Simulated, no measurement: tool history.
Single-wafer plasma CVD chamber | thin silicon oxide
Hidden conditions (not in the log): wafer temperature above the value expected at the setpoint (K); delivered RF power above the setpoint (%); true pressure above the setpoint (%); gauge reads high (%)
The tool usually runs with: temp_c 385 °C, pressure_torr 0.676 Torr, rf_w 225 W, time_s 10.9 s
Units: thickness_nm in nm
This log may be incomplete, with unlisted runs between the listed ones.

run   hour  temp_c  pressure_torr  rf_w  time_s  wafers since the last listed run  hours since the last thermocouple change  hours since the last RF generator calibration  hours since the last manometer calibration  hours since the showerhead was replaced  hours since the gauge calibration  read-back reference wafer on the same gauge, thickness_nm  thickness_nm
  1    0.0     385          0.558   225    10.9                                 0                                    2581.2                                         1198.9                                      1733.8                                   5075.5                              209.7                                                     15.702        11.687
      21.7  -- gauge calibrated
  2   31.2     385          0.558   225    10.9                              1003                                    2612.4                                         1230.1                                      1765.0                                   5106.7                                9.5                                                     15.699        11.718
  3   48.7     385          0.558   225    10.9                               562                                    2629.9                                         1247.6                                      1782.5                                   5124.2                               27.0                                                     15.694        11.720
  4   72.4     385          0.676   225    10.9                               762                                    2653.6                                         1271.3                                      1806.2                                   5147.9                               50.7                                                     15.699        14.172
  5  112.3     385          0.676   225    10.9                              1283                                    2693.5                                         1311.2                                      1846.1                                   5187.8                               90.6                                                     15.710        14.120
  6  129.2     385          0.676   225    10.9                               543                                    2710.4                                         1328.1                                      1863.0                                   5204.7                              107.5                                                     15.708        13.971
     156.4  -- thermocouple changed; heater temperature recalibrated
  7  156.9     385          0.676   225    10.9                               633                                       0.5                                         1355.8                                      1890.7                                   5232.4                              135.2                                                     15.705        14.035
  8  166.3     395          0.676   225    10.9                               302                                       9.9                                         1365.2                                      1900.1                                   5241.8                              144.6                                                     15.685        13.878
  9  187.5     385          0.676   225    12.4                               681                                      31.1                                         1386.4                                      1921.3                                   5263.0                              165.8                                                     15.698        15.901
 10  205.8     385          0.676   225    10.9                               588                                      49.4                                         1404.7                                      1939.6                                   5281.3                              184.1                                                     15.707        13.958
     215.5  -- showerhead replaced
     220.1  -- capacitance manometer re-zeroed and calibrated
 11  223.2     392          0.557   250    13.0                               156                                      66.8                                         1422.1                                         3.1                                      7.7                              201.5                                                     15.708        16.092
     228.8  -- gauge calibrated
     241.4  -- RF generator calibrated
 12  241.9     389          0.826   195    10.9                               344                                      85.5                                            0.5                                        21.8                                     26.4                               13.1                                                     15.702        17.927
 13  269.3     378          0.537   225    10.9                               881                                     112.9                                           27.9                                        49.2                                     53.8                               40.5                                                     15.702        12.902
 14  289.5     395          0.676   225    12.1                               649                                     133.1                                           48.1                                        69.4                                     74.0                               60.7                                                     15.704        17.809
 15  315.4     392          0.557   250    13.0                               833                                     159.0                                           74.0                                        95.3                                     99.9                               86.6                                                     15.701        16.773
 16  338.2     385          0.791   250    10.9                               733                                     181.8                                           96.8                                       118.1                                    122.7                              109.4                                                     15.701        20.096
 17  356.8     376          0.633   215    12.4                               598                                     200.4                                          115.4                                       136.7                                    141.3                              128.0                                                     15.695        16.805
 18  384.7     385          0.676   225    10.9                               897                                     228.3                                          143.3                                       164.6                                    169.2                              155.9                                                     15.695        16.062
 19  413.2     374          0.676   225    10.9                               916                                     256.8                                          171.8                                       193.1                                    197.7                              184.4                                                     15.694        16.182
 20  426.6     385          0.676   225    10.9                               430                                     270.2                                          185.2                                       206.5                                    211.1                              197.8                                                     15.688        16.068

Difference, measured minus no-hidden-state, one row per run. Run-to-run variation is common to both terms; the gauge's own scatter need not be:
run  thickness_nm
  1        -1.762
  2        -1.816
  3        -1.844
  4        -2.215
  5        -2.286
  6        -2.296
  7        -2.363
  8        -2.355
  9        -2.748
 10        -2.451
 11        -0.928
 12        -0.172
 13        -0.147
 14        -0.216
 15        -0.227
 16        -0.266
 17        -0.269
 18        -0.276
 19        -0.304
 20        -0.314
